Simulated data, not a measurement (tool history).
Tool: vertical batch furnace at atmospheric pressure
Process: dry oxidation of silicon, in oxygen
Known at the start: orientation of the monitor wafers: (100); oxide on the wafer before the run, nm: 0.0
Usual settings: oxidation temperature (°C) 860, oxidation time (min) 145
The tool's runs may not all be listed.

run   hour  oxidation temperature (°C)  oxidation time (min)  read-back reference wafer on the same gauge, thickness  oxide thickness on the monitor wafer (Å)
  1      0                         860                 126.5                                                    16.4                                     177.5
  2   27.5                         842                 101.5                                                    16.4                                       125
  3   58.6                         860                   129                                                   16.41                                     179.4
  4   87.9                         860                   145                                                   16.38                                     195.6
  5    114                         875                  91.5                                                   16.41                                     168.8
  6  310.8                         875                  91.5                                                    16.4                                     166.8
  7  355.4                         875                  91.5                                                   16.39                                     168.2
     412.8  -- thermocouples replaced and temperature profile calibrated
  8  413.3                         843                    97                                                    16.4                                     122.8
  9  433.8                         843                    97                                                    16.4                                     122.1
 10  477.5                         860                   119                                                   16.39                                     170.3
     501.6  -- boat lift adjusted
 11  523.7                         875                  91.5                                                    16.4                                     169.3
 12  605.8                         860                   145                                                    16.4                                     195.5
 13  671.7                         860                   112                                                   16.39                                     166.2
     708.5  -- gauge calibrated
 14  716.1                         860                  94.5                                                   16.39                                     146.6
 15  742.6                         839                 193.5                                                    16.4                                     184.6
 16  778.8                         882                  80.5                                                    16.4                                     168.7
 17  804.7                         860                  88.5                                                    16.4                                     139.6
 18  849.7                         851                   145                                                    16.4                                     177.7
 19    875                         869                   185                                                   16.41                                     252.2
 20  902.2                         878                   145                                                   16.42                                     232.7

What the log doesn't show, run by run:
true tube temperature minus thermocouple reading, K: 0 in every run
monitor wafer colder than the profiled boat position, K: 0 in every run
gauge reads high (%): 0 in every run

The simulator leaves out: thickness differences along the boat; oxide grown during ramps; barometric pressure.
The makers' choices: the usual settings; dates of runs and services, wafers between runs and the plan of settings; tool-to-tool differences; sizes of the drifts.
